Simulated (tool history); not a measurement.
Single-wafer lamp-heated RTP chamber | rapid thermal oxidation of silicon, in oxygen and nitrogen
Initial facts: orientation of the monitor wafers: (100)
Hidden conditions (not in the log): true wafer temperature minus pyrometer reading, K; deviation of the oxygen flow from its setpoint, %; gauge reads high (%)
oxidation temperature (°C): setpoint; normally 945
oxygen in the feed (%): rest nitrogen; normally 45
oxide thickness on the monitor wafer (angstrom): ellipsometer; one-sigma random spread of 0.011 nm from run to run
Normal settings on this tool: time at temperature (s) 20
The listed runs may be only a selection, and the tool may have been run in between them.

run,hour,oxidation temperature (°C),time at temperature (s),oxygen in the feed (%),wafers since the last listed run,wafers since the last pyrometer calibration,hours since the oxygen flow controller was replaced,hours since the gauge calibration,"read-back reference wafer on the same gauge, thickness",oxide thickness on the monitor wafer (angstrom)
1,0.0,945,20,45,0,2091,2093.1,292.0,2.508,23.29
2,80.7,945,20,45,704,2795,2173.8,372.7,2.496,23.13
3,185.4,945,20,45,913,3709,2278.5,477.4,2.490,23.08
4,284.4,923,20,45,863,4573,2377.5,576.4,2.477,21.76
5,381.6,945,20,24,848,5421,2474.7,673.6,2.480,21.64
6,478.0,945,20,24,841,6262,2571.1,770.0,2.478,21.42
7,566.3,945,20,33,770,7033,2659.4,858.3,2.474,22.09
8,648.5,917,20,45,717,7750,2741.6,940.5,2.471,21.33
# hour 677.4: gauge calibrated
9,751.5,924,20,45,898,8649,2844.6,74.1,2.551,22.45
# hour 774.8: pyrometer window cleaned and pyrometer calibrated
10,788.8,930,11,29,255,122,2881.9,111.4,2.546,20.09
11,894.9,945,20,45,925,1048,2988.0,217.5,2.525,23.34
# hour 938.3: oxygen flow controller replaced
12,938.8,945,20,45,313,1361,0.5,261.4,2.517,23.53
13,1022.1,945,20,58,726,2088,83.8,344.7,2.509,24.15
14,1097.3,945,29,17,656,2744,159.0,419.9,2.502,22.41
15,1192.5,971,16,30,830,3575,254.2,515.1,2.496,22.63

What if the next run were any one of these 3? Each begins from the tool's condition after run 15:
A,1193.0,945,20,45,4,3579,254.7,515.6,?,?
B,1193.0,930,17,17,4,3579,254.7,515.6,?,?
C,1193.0,971,26,34,4,3579,254.7,515.6,?,?

run,"read-back reference wafer on the same gauge, thickness",oxide thickness on the monitor wafer (angstrom)
A,2.496,23.17
B,2.496,20.24
C,2.496,25.81
With the hidden condition removed and each run's random variation left untouched, the same runs would have given:
run,oxide thickness on the monitor wafer (angstrom)
A,23.94
B,20.92
C,26.67
